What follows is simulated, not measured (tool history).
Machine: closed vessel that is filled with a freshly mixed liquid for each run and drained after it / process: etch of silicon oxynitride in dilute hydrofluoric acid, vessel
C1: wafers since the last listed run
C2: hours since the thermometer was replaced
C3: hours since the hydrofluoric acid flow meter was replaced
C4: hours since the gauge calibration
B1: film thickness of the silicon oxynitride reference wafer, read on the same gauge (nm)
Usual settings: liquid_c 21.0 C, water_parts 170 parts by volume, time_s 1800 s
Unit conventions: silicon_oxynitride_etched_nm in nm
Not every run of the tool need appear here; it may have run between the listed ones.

Run 1, hour 0.0: usual settings but water_parts 215 parts by volume, time_s 985 s; C1 0; C2 1282.0; C3 1486.1; C4 1004.8; B1 120.00. Result: silicon_oxynitride_etched_nm 17.36 nm.
Run 2, hour 16.4: usual settings but water_parts 215 parts by volume, time_s 985 s; C1 818; C2 1298.4; C3 1502.5; C4 1021.2; B1 120.01. Result: silicon_oxynitride_etched_nm 17.53 nm.
Run 3, hour 28.9: usual settings; C1 623; C2 1310.9; C3 1515.0; C4 1033.7; B1 120.00. Result: silicon_oxynitride_etched_nm 41.76 nm.
Run 4, hour 50.1: usual settings; C1 1057; C2 1332.1; C3 1536.2; C4 1054.9; B1 120.01. Result: silicon_oxynitride_etched_nm 41.92 nm.
Run 5, hour 66.1: usual settings; C1 798; C2 1348.1; C3 1552.2; C4 1070.9; B1 120.04. Result: silicon_oxynitride_etched_nm 41.58 nm.
Run 6, hour 88.5: usual settings but time_s 2470 s; C1 1117; C2 1370.5; C3 1574.6; C4 1093.3; B1 120.03. Result: silicon_oxynitride_etched_nm 57.15 nm.
Run 7, hour 119.1: usual settings; C1 1526; C2 1401.1; C3 1605.2; C4 1123.9; B1 120.03. Result: silicon_oxynitride_etched_nm 41.80 nm.
Run 8, hour 136.0: usual settings; C1 843; C2 1418.0; C3 1622.1; C4 1140.8; B1 120.03. Result: silicon_oxynitride_etched_nm 41.56 nm.
Run 9, hour 163.0: usual settings; C1 1347; C2 1445.0; C3 1649.1; C4 1167.8; B1 119.97. Result: silicon_oxynitride_etched_nm 41.46 nm.
At hour 187.4: gauge calibrated.
Run 10, hour 197.0: usual settings but water_parts 150 parts by volume, time_s 2250 s; C1 1696; C2 1479.0; C3 1683.1; C4 9.6; B1 120.01. Result: silicon_oxynitride_etched_nm 59.50 nm.
Run 11, hour 220.7: usual settings but water_parts 150 parts by volume, time_s 2250 s; C1 1182; C2 1502.7; C3 1706.8; C4 33.3; B1 120.01. Result: silicon_oxynitride_etched_nm 59.41 nm.
Run 12, hour 292.6: usual settings but water_parts 150 parts by volume, time_s 2250 s; C1 3587; C2 1574.6; C3 1778.7; C4 105.2; B1 120.03. Result: silicon_oxynitride_etched_nm 59.27 nm.
Run 13, hour 328.3: usual settings but water_parts 195 parts by volume; C1 1781; C2 1610.3; C3 1814.4; C4 140.9; B1 120.00. Result: silicon_oxynitride_etched_nm 35.01 nm.
Run 14, hour 360.6: usual settings but water_parts 195 parts by volume; C1 1611; C2 1642.6; C3 1846.7; C4 173.2; B1 120.00. Result: silicon_oxynitride_etched_nm 35.01 nm.
Run 15, hour 388.5: usual settings but liquid_c 17.5 C, time_s 2625 s; C1 1391; C2 1670.5; C3 1874.6; C4 201.1; B1 120.00. Result: silicon_oxynitride_etched_nm 50.85 nm.
Run 16, hour 419.5: usual settings; C1 1546; C2 1701.5; C3 1905.6; C4 232.1; B1 120.02. Result: silicon_oxynitride_etched_nm 40.96 nm.
At hour 424.6: thermometer replaced.
At hour 437.5: hydrofluoric acid flow meter replaced.
Run 17, hour 445.7: usual settings but liquid_c 17.5 C, water_parts 250 parts by volume, time_s 935 s; C1 1207; C2 21.1; C3 8.2; C4 258.3; B1 119.99. Result: silicon_oxynitride_etched_nm 13.00 nm.
Run 18, hour 460.0: usual settings but liquid_c 23.5 C, time_s 1035 s; C1 713; C2 35.4; C3 22.5; C4 272.6; B1 120.01. Result: silicon_oxynitride_etched_nm 29.26 nm.
Run 19, hour 475.8: usual settings but liquid_c 17.0 C; C1 788; C2 51.2; C3 38.3; C4 288.4; B1 120.04. Result: silicon_oxynitride_etched_nm 37.62 nm.
Run 20, hour 510.4: usual settings but time_s 2470 s; C1 1726; C2 85.8; C3 72.9; C4 323.0; B1 119.98. Result: silicon_oxynitride_etched_nm 62.59 nm.
Run 21, hour 524.2: usual settings but time_s 1085 s; C1 688; C2 99.6; C3 86.7; C4 336.8; B1 120.03. Result: silicon_oxynitride_etched_nm 27.28 nm.
Run 22, hour 539.4: usual settings but water_parts 210 parts by volume, time_s 2405 s; C1 758; C2 114.8; C3 101.9; C4 352.0; B1 120.00. Result: silicon_oxynitride_etched_nm 47.10 nm.
Run 23, hour 552.6: usual settings but liquid_c 17.0 C, water_parts 210 parts by volume; C1 658; C2 128.0; C3 115.1; C4 365.2; B1 119.99. Result: silicon_oxynitride_etched_nm 29.50 nm.
Run 24, hour 581.8: usual settings but liquid_c 22.5 C, water_parts 140 parts by volume, time_s 2275 s; C1 1456; C2 157.2; C3 144.3; C4 394.4; B1 119.98. Result: silicon_oxynitride_etched_nm 75.86 nm.
Run 25, hour 609.3: usual settings but liquid_c 19.5 C, water_parts 235 parts by volume; C1 1371; C2 184.7; C3 171.8; C4 421.9; B1 120.00. Result: silicon_oxynitride_etched_nm 29.20 nm.
Run 26, hour 623.8: usual settings but water_parts 145 parts by volume; C1 723; C2 199.2; C3 186.3; C4 436.4; B1 119.98. Result: silicon_oxynitride_etched_nm 53.85 nm.
Run 27, hour 644.0: usual settings but liquid_c 17.5 C; C1 1007; C2 219.4; C3 206.5; C4 456.6; B1 120.01. Result: silicon_oxynitride_etched_nm 38.18 nm.
Run 28, hour 676.8: usual settings; C1 1636; C2 252.2; C3 239.3; C4 489.4; B1 119.98. Result: silicon_oxynitride_etched_nm 44.91 nm.
Run 29, hour 703.8: usual settings; C1 1347; C2 279.2; C3 266.3; C4 516.4; B1 119.95. Result: silicon_oxynitride_etched_nm 44.74 nm.
Run 30, hour 719.4: usual settings but liquid_c 17.0 C, water_parts 100 parts by volume, time_s 2690 s; C1 778; C2 294.8; C3 281.9; C4 532.0; B1 119.99. Result: silicon_oxynitride_etched_nm 98.68 nm.
Run 31, hour 753.3: usual settings but liquid_c 24.5 C, water_parts 200 parts by volume, time_s 930 s; C1 1691; C2 328.7; C3 315.8; C4 565.9; B1 119.99. Result: silicon_oxynitride_etched_nm 22.35 nm.
Run 32, hour 772.3: usual settings but liquid_c 24.0 C, water_parts 135 parts by volume; C1 947; C2 347.7; C3 334.8; C4 584.9; B1 120.03. Result: silicon_oxynitride_etched_nm 66.75 nm.
Run 33, hour 788.4: usual settings but liquid_c 18.0 C, water_parts 120 parts by volume, time_s 2295 s; C1 803; C2 363.8; C3 350.9; C4 601.0; B1 119.94. Result: silicon_oxynitride_etched_nm 72.41 nm.
Run 34, hour 817.4: usual settings; C1 1446; C2 392.8; C3 379.9; C4 630.0; B1 120.02. Result: silicon_oxynitride_etched_nm 44.89 nm.

Consider 3 possible next runs. They are alternatives, not a sequence: every one starts from the tool as it was left by run 34. What does each give?
Run A, hour 818.5: usual settings but water_parts 95 parts by volume; C1 54; C2 393.9; C3 381.0; C4 631.1; B1 ?. Result: silicon_oxynitride_etched_nm ?.
Run B, hour 818.5: usual settings but liquid_c 22.5 C, water_parts 190 parts by volume, time_s 2160 s; C1 54; C2 393.9; C3 381.0; C4 631.1; B1 ?. Result: silicon_oxynitride_etched_nm ?.
Run C, hour 818.5: usual settings but water_parts 245 parts by volume; C1 54; C2 393.9; C3 381.0; C4 631.1; B1 ?. Result: silicon_oxynitride_etched_nm ?.

run      B1  silicon_oxynitride_etched_nm
  A  119.98                         84.53
  B  119.98                         50.66
  C  119.98                         29.44
Without the tool's unlogged condition, the same runs would have read:
run  silicon_oxynitride_etched_nm
  A                         86.98
  B                         52.21
  C                         30.36
